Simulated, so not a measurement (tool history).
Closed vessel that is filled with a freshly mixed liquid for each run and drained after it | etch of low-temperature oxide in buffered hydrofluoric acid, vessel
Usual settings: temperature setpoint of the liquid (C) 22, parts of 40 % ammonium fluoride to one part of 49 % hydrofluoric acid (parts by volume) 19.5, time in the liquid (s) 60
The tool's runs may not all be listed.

run,day,temperature setpoint of the liquid (C),parts of 40 % ammonium fluoride to one part of 49 % hydrofluoric acid (parts by volume),time in the liquid (s),wafers since the last listed run,hours since the thermometer was replaced,hours since the hydrofluoric acid flow meter was replaced,hours since the gauge calibration,"read-back film thickness of the low-temperature oxide reference wafer, read on the same gauge (nm)",thickness taken off the low-temperature oxide on a monitor wafer (nm)
1,0.000,22,19.5,60,0,1694.3,1274.6,310.3,150.01,160.68
2,0.288,22,19.5,60,521,1701.2,1281.5,317.2,150.00,162.20
3,0.671,22,19.5,60,695,1710.4,1290.7,326.4,150.00,160.56
4,1.242,22,25.0,60,1035,1724.1,1304.4,340.1,150.00,132.99
5,1.838,22,13.0,60,1081,1738.4,1318.7,354.4,149.99,243.99
6,2.212,22,13.0,60,680,1747.4,1327.7,363.4,150.01,241.06
7,2.600,22,13.0,60,703,1756.7,1337.0,372.7,150.00,239.45
8,3.117,22,19.5,60,937,1769.1,1349.4,385.1,150.01,162.62
9,3.708,22,19.5,60,1073,1783.3,1363.6,399.3,149.99,162.92
10,4.308,22,21.5,60,1088,1797.7,1378.0,413.7,150.03,147.33
# day 4.729: gauge calibrated
11,5.033,22,19.5,60,1315,1815.1,1395.4,7.3,150.01,162.79
12,5.646,22,19.5,60,1111,1829.8,1410.1,22.0,150.01,164.03
13,6.133,22,19.5,60,884,1841.5,1421.8,33.7,150.00,160.24
14,6.833,20,19.5,60,1270,1858.3,1438.6,50.5,150.00,144.91
15,7.512,22,19.5,75,1232,1874.6,1454.9,66.8,149.99,203.65
16,8.225,22,12.5,60,1293,1891.7,1472.0,83.9,149.99,250.82
17,8.696,22,19.5,60,854,1903.0,1483.3,95.2,150.01,161.06
18,9.146,25,24.5,60,816,1913.8,1494.1,106.0,150.00,157.71

Forecast run 19:
# day 9.238: hydrofluoric acid flow meter replaced
19,9.462,22,17.0,60,499,1921.4,5.4,113.6,?,?

Run 19 gave read-back film thickness of the low-temperature oxide reference wafer, read on the same gauge (nm) 149.99, thickness taken off the low-temperature oxide on a monitor wafer (nm) 169.33.
Without the tool's hidden state the same run would have given thickness taken off the low-temperature oxide on a monitor wafer (nm) 182.28.
